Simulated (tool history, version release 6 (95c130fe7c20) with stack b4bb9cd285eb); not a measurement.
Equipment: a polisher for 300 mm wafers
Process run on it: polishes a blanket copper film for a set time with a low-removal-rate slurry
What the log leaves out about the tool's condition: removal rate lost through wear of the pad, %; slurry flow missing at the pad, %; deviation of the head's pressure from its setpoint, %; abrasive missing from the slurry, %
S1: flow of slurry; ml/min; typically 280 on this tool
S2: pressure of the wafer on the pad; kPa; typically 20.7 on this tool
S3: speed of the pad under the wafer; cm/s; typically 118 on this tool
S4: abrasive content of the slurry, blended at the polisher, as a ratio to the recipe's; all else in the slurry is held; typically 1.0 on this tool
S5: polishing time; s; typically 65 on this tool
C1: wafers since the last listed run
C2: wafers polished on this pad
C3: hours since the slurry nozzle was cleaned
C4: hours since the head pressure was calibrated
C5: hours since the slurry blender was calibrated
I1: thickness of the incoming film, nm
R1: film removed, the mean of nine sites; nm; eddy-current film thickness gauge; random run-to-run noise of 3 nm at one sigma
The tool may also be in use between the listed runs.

run	hour	S1	S2	S3	S4	S5	C1	C2	C3	C4	C5	I1	R1
1	0.0	280	20.7	118	1.0	65	0	263	576.3	407.4	84.7	1024.0	208.9
2	15.5	280	20.7	118	1.0	65	97	361	591.8	422.9	100.2	1009.4	206.8
# hour 50.1: slurry blender recalibrated
3	51.1	280	20.7	118	1.0	65	211	572	627.4	458.5	1.0	1018.5	206.6
4	78.2	280	20.7	118	1.0	65	170	743	654.5	485.6	28.1	1005.8	204.8
5	96.3	280	20.7	142	1.0	65	113	857	672.6	503.7	46.2	1002.0	227.5
6	110.9	280	20.7	118	1.0	57	91	949	687.2	518.3	60.8	1010.1	177.7
7	140.7	280	20.7	118	1.0	57	187	1137	717.0	548.1	90.6	1007.3	170.4
# hour 151.1: worn pad replaced by a new one
8	156.3	280	20.7	118	1.0	57	73	32	732.6	563.7	106.2	1003.4	196.7
9	190.4	280	20.7	134	1.0	65	214	247	766.7	597.8	140.3	1008.6	229.1
# hour 210.1: slurry blender recalibrated
10	220.8	190	15.9	118	0.8	42	178	426	797.1	628.2	10.7	1012.9	89.5
# hour 252.7: slurry nozzle cleaned
11	256.2	280	24.1	102	1.0	65	216	643	3.5	663.6	46.1	1016.8	214.1
12	268.7	280	20.7	102	1.0	65	78	721	16.0	676.1	58.6	1022.5	193.0

Run 13 has not been measured yet. What should we expect?
13	288.1	280	20.7	118	1.0	65	122	843	35.4	695.5	78.0	1016.6	?

{"run 13": {"R1": 200.4}}
Without the tool's hidden state the same run would have given R1 195.6 nm.
